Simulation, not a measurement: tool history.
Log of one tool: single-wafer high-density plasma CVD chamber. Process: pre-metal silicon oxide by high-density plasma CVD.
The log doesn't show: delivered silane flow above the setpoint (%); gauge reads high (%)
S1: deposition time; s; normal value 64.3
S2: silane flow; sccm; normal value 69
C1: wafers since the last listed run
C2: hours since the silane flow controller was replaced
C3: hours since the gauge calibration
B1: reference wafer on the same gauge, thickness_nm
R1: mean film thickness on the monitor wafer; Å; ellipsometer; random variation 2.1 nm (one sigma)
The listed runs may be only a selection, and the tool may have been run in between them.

{"run": 1, "hour": 0.0, "S1": 64.3, "S2": 69, "C1": 0, "C2": 3819.3, "C3": 1058.8, "B1": 493.752, "R1": 4846.31}
{"run": 2, "hour": 105.4, "S1": 64.3, "S2": 69, "C1": 1474, "C2": 3924.7, "C3": 1164.2, "B1": 493.255, "R1": 4821.09}
{"run": 3, "hour": 143.5, "S1": 64.3, "S2": 69, "C1": 533, "C2": 3962.8, "C3": 1202.3, "B1": 492.718, "R1": 4890.99}
{"run": 4, "hour": 263.4, "S1": 64.3, "S2": 65, "C1": 1677, "C2": 4082.7, "C3": 1322.2, "B1": 492.049, "R1": 4537.82}
{"run": 5, "hour": 337.5, "S1": 64.3, "S2": 69, "C1": 1036, "C2": 4156.8, "C3": 1396.3, "B1": 490.914, "R1": 4810.24}
{"run": 6, "hour": 384.6, "S1": 64.3, "S2": 69, "C1": 658, "C2": 4203.9, "C3": 1443.4, "B1": 490.002, "R1": 4817.3}
{"run": 7, "hour": 449.1, "S1": 64.3, "S2": 69, "C1": 902, "C2": 4268.4, "C3": 1507.9, "B1": 490.084, "R1": 4816.09}
{"run": 8, "hour": 520.3, "S1": 64.3, "S2": 69, "C1": 996, "C2": 4339.6, "C3": 1579.1, "B1": 487.911, "R1": 4763.59}
{"run": 9, "hour": 573.8, "S1": 64.3, "S2": 69, "C1": 748, "C2": 4393.1, "C3": 1632.6, "B1": 487.392, "R1": 4792.38}
{"run": 10, "hour": 679.1, "S1": 64.3, "S2": 69, "C1": 1473, "C2": 4498.4, "C3": 1737.9, "B1": 486.459, "R1": 4759.32}
{"run": 11, "hour": 720.7, "S1": 64.3, "S2": 69, "C1": 582, "C2": 4540.0, "C3": 1779.5, "B1": 485.28, "R1": 4749.74}
{"hour": 752.6, "done": "gauge calibrated"}
{"run": 12, "hour": 806.0, "S1": 64.3, "S2": 69, "C1": 1193, "C2": 4625.3, "C3": 53.4, "B1": 500.374, "R1": 4924.43}
{"run": 13, "hour": 886.7, "S1": 68.2, "S2": 69, "C1": 1129, "C2": 4706.0, "C3": 134.1, "B1": 499.949, "R1": 5220.16}
{"run": 14, "hour": 990.4, "S1": 64.3, "S2": 69, "C1": 1450, "C2": 4809.7, "C3": 237.8, "B1": 500.564, "R1": 4935.65}
{"run": 15, "hour": 1086.9, "S1": 71.8, "S2": 69, "C1": 1350, "C2": 4906.2, "C3": 334.3, "B1": 500.598, "R1": 5464.89}
{"run": 16, "hour": 1150.2, "S1": 64.3, "S2": 69, "C1": 885, "C2": 4969.5, "C3": 397.6, "B1": 499.728, "R1": 4908.88}
{"run": 17, "hour": 1233.3, "S1": 69.5, "S2": 57, "C1": 1162, "C2": 5052.6, "C3": 480.7, "B1": 500.041, "R1": 4391.76}
{"hour": 1260.3, "done": "silane flow controller replaced"}
{"run": 18, "hour": 1321.3, "S1": 53.2, "S2": 78, "C1": 1119, "C2": 61.0, "C3": 568.7, "B1": 498.29, "R1": 4580.37}
{"run": 19, "hour": 1379.2, "S1": 64.3, "S2": 69, "C1": 810, "C2": 118.9, "C3": 626.6, "B1": 499.061, "R1": 4900.69}
{"run": 20, "hour": 1423.7, "S1": 51.8, "S2": 57, "C1": 622, "C2": 163.4, "C3": 671.1, "B1": 497.832, "R1": 3256.68}
{"run": 21, "hour": 1511.4, "S1": 64.3, "S2": 76, "C1": 1227, "C2": 251.1, "C3": 758.8, "B1": 498.067, "R1": 5399.62}
{"run": 22, "hour": 1558.2, "S1": 75.4, "S2": 58, "C1": 654, "C2": 297.9, "C3": 805.6, "B1": 497.184, "R1": 4854.01}
{"run": 23, "hour": 1616.8, "S1": 55.0, "S2": 59, "C1": 819, "C2": 356.5, "C3": 864.2, "B1": 496.64, "R1": 3599.22}
{"run": 24, "hour": 1863.3, "S1": 59.4, "S2": 81, "C1": 3448, "C2": 603.0, "C3": 1110.7, "B1": 495.327, "R1": 5258.39}
{"run": 25, "hour": 1955.4, "S1": 74.0, "S2": 69, "C1": 1288, "C2": 695.1, "C3": 1202.8, "B1": 494.277, "R1": 5557.5}

Below are 5 alternative next runs, each starting from the tool's condition after run 25. Predict each:
{"run": "A", "hour": 1955.8, "S1": 74.2, "S2": 69, "C1": 5, "C2": 695.5, "C3": 1203.2, "B1": "?", "R1": "?"}
{"run": "B", "hour": 1955.8, "S1": 75.0, "S2": 78, "C1": 5, "C2": 695.5, "C3": 1203.2, "B1": "?", "R1": "?"}
{"run": "C", "hour": 1955.8, "S1": 58.9, "S2": 74, "C1": 5, "C2": 695.5, "C3": 1203.2, "B1": "?", "R1": "?"}
{"run": "D", "hour": 1955.8, "S1": 64.3, "S2": 61, "C1": 5, "C2": 695.5, "C3": 1203.2, "B1": "?", "R1": "?"}
{"run": "E", "hour": 1955.8, "S1": 64.3, "S2": 79, "C1": 5, "C2": 695.5, "C3": 1203.2, "B1": "?", "R1": "?"}

run=A B1=494.181 R1=5595.09
run=B B1=494.181 R1=6393.08
run=C B1=494.181 R1=4763.23
run=D B1=494.181 R1=4286.42
run=E B1=494.181 R1=5551.27
What these runs would have given with no unlogged condition in the tool:
run=A R1=5649.82
run=B R1=6455.61
run=C R1=4809.82
run=D R1=4328.35
run=E R1=5605.57

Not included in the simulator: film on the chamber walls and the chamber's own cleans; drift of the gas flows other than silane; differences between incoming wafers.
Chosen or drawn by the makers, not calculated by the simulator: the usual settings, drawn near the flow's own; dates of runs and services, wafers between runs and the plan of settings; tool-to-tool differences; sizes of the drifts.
